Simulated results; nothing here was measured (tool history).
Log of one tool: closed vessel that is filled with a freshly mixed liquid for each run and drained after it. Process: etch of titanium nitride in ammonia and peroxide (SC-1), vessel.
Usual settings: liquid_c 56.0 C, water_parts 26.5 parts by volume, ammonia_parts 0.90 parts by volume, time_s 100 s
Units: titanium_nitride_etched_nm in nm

| run | hour | liquid_c | water_parts | ammonia_parts | time_s | read-back film thickness of the titanium nitride reference wafer, read on the same gauge (nm) | titanium_nitride_etched_nm |
|---|---|---|---|---|---|---|---|
| 1 | 0.0 | 56.0 | 26.5 | 0.70 | 100 | 99.98 | 5.08 |
| 2 | 37.1 | 56.0 | 26.5 | 0.90 | 75 | 100.01 | 3.96 |
| 3 | 108.4 | 56.0 | 26.5 | 0.90 | 85 | 99.99 | 4.46 |
| 4 | 155.0 | 56.0 | 26.5 | 0.90 | 85 | 99.99 | 4.35 |
| 5 | 224.6 | 56.0 | 26.5 | 0.90 | 85 | 99.98 | 4.39 |
| 6 | 283.9 | 56.0 | 26.5 | 0.75 | 100 | 100.00 | 5.04 |
| 7 | 349.4 | 56.0 | 26.5 | 0.75 | 100 | 100.00 | 4.99 |
|  | 359.6 | new drum of ammonia solution connected |
| 8 | 416.2 | 56.0 | 26.5 | 0.90 | 55 | 100.00 | 2.83 |
|  | 457.5 | ammonia flow meter replaced |
| 9 | 468.6 | 56.0 | 26.5 | 0.90 | 55 | 99.97 | 2.79 |
| 10 | 497.1 | 52.0 | 26.5 | 0.90 | 100 | 99.97 | 3.87 |
|  | 545.3 | thermometer replaced |
| 11 | 567.4 | 52.0 | 26.5 | 0.90 | 100 | 100.01 | 4.35 |
| 12 | 597.8 | 63.5 | 23.0 | 0.90 | 100 | 99.98 | 10.24 |
| 13 | 633.9 | 56.0 | 17.0 | 0.90 | 75 | 99.98 | 5.49 |
|  | 641.8 | gauge calibrated |
| 14 | 662.1 | 56.0 | 26.5 | 0.70 | 40 | 100.01 | 2.20 |
| 15 | 716.3 | 56.0 | 26.5 | 0.90 | 50 | 100.00 | 2.86 |
| 16 | 782.3 | 56.0 | 26.5 | 0.90 | 75 | 100.02 | 4.29 |
| 17 | 824.7 | 56.0 | 34.5 | 0.90 | 100 | 99.98 | 4.96 |
| 18 | 871.7 | 60.5 | 19.5 | 0.90 | 100 | 99.97 | 9.02 |
| 19 | 897.3 | 56.0 | 37.0 | 0.90 | 100 | 100.03 | 4.61 |
| 20 | 933.8 | 56.0 | 26.5 | 0.90 | 100 | 100.02 | 5.70 |
| 21 | 1001.8 | 64.5 | 23.0 | 0.90 | 100 | 99.99 | 10.64 |
| 22 | 1058.8 | 56.0 | 26.5 | 0.65 | 145 | 100.00 | 7.70 |
| 23 | 1088.8 | 60.0 | 34.5 | 0.90 | 120 | 100.00 | 7.58 |

Forecast each of these 5 alternatives for the next run:
| A | 1089.5 | 56.0 | 16.0 | 0.90 | 100 | ? | ? |
| B | 1089.5 | 56.0 | 22.5 | 0.90 | 100 | ? | ? |
| C | 1089.5 | 59.0 | 20.5 | 0.55 | 40 | ? | ? |
| D | 1089.5 | 62.5 | 31.5 | 0.90 | 40 | ? | ? |
| E | 1089.5 | 61.0 | 26.5 | 0.90 | 100 | ? | ? |

| run | read-back film thickness of the titanium nitride reference wafer, read on the same gauge (nm) | titanium_nitride_etched_nm |
|---|---|---|
| A | 100.00 | 7.35 |
| B | 100.00 | 6.10 |
| C | 100.00 | 2.87 |
| D | 100.00 | 3.11 |
| E | 100.00 | 7.77 |
Without the tool's hidden state the same runs would have given:
| run | titanium_nitride_etched_nm |
|---|---|
| A | 7.71 |
| B | 6.40 |
| C | 3.01 |
| D | 3.26 |
| E | 8.14 |
